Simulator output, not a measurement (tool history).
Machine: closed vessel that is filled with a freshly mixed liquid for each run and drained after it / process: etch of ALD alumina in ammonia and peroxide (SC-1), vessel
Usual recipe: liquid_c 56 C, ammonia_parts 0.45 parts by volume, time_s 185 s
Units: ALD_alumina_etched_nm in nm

run,hour,liquid_c,ammonia_parts,time_s,"read-back film thickness of the ALD alumina reference wafer, read on the same gauge (nm)",ALD_alumina_etched_nm
1,0,62,0.45,185,30,16.15
# hour 32.9: ammonia flow meter replaced
2,52.9,62,0.45,185,29.99,16.23
3,89.3,52,0.45,240,29.98,12.44
4,152.9,52,0.45,240,29.99,12.3
5,187.7,56,0.45,185,30.02,11.73
6,228.9,56,0.45,185,30.02,11.71
7,291.5,59,0.4,185,30.01,13.42
8,321.5,59,0.4,185,30,13.56
9,354.8,56,0.5,185,29.99,11.85
10,394.9,56,0.45,245,29.98,15.46
11,429.2,56,0.45,185,29.98,11.64
12,480.1,63.5,0.45,185,30.05,17.27
# hour 518.9: ammonia flow meter replaced
13,527.9,56,0.45,185,30.02,11.61
14,582.4,56,0.35,235,29.98,14.48
15,649.5,56,0.45,185,29.97,11.52
# hour 673.5: new drum of ammonia solution connected
# hour 721: thermometer replaced
16,823.5,56,0.45,185,29.97,12.76
17,866.8,61,0.6,240,30,21.86
18,929.8,51.5,0.6,185,30.03,10.27
19,965.4,50,0.45,250,29.97,12.37
# hour 975.4: ammonia flow meter replaced
# hour 979: gauge calibrated
20,1010.3,51,0.5,260,29.99,13.75
21,1044.5,56,0.45,185,30.03,12.69
22,1171.4,56,0.45,75,29.97,5.06
23,1221.6,56,0.45,110,29.98,7.45
24,1283.3,64,0.65,110,30.01,11.57
25,1332.3,53.5,0.55,185,30.01,11.12
26,1397.8,49,0.3,225,29.97,9.92
27,1423.8,50.5,0.55,135,30.03,6.86

Each row is a separate what-if for the run after 27, all from the same tool condition, not one after another. Results?
A,1424.5,56,0.45,185,?,?
B,1424.5,63,0.35,140,?,?
C,1424.5,56,0.3,185,?,?
D,1424.5,50,0.55,230,?,?
E,1424.5,59,0.5,225,?,?

run,"read-back film thickness of the ALD alumina reference wafer, read on the same gauge (nm)",ALD_alumina_etched_nm
A,30,12.46
B,30,13.23
C,30,11.99
D,30,11.41
E,30,17.92
Without the tool's hidden state the same runs would have given:
run,ALD_alumina_etched_nm
A,12.91
B,13.68
C,12.42
D,11.84
E,18.55
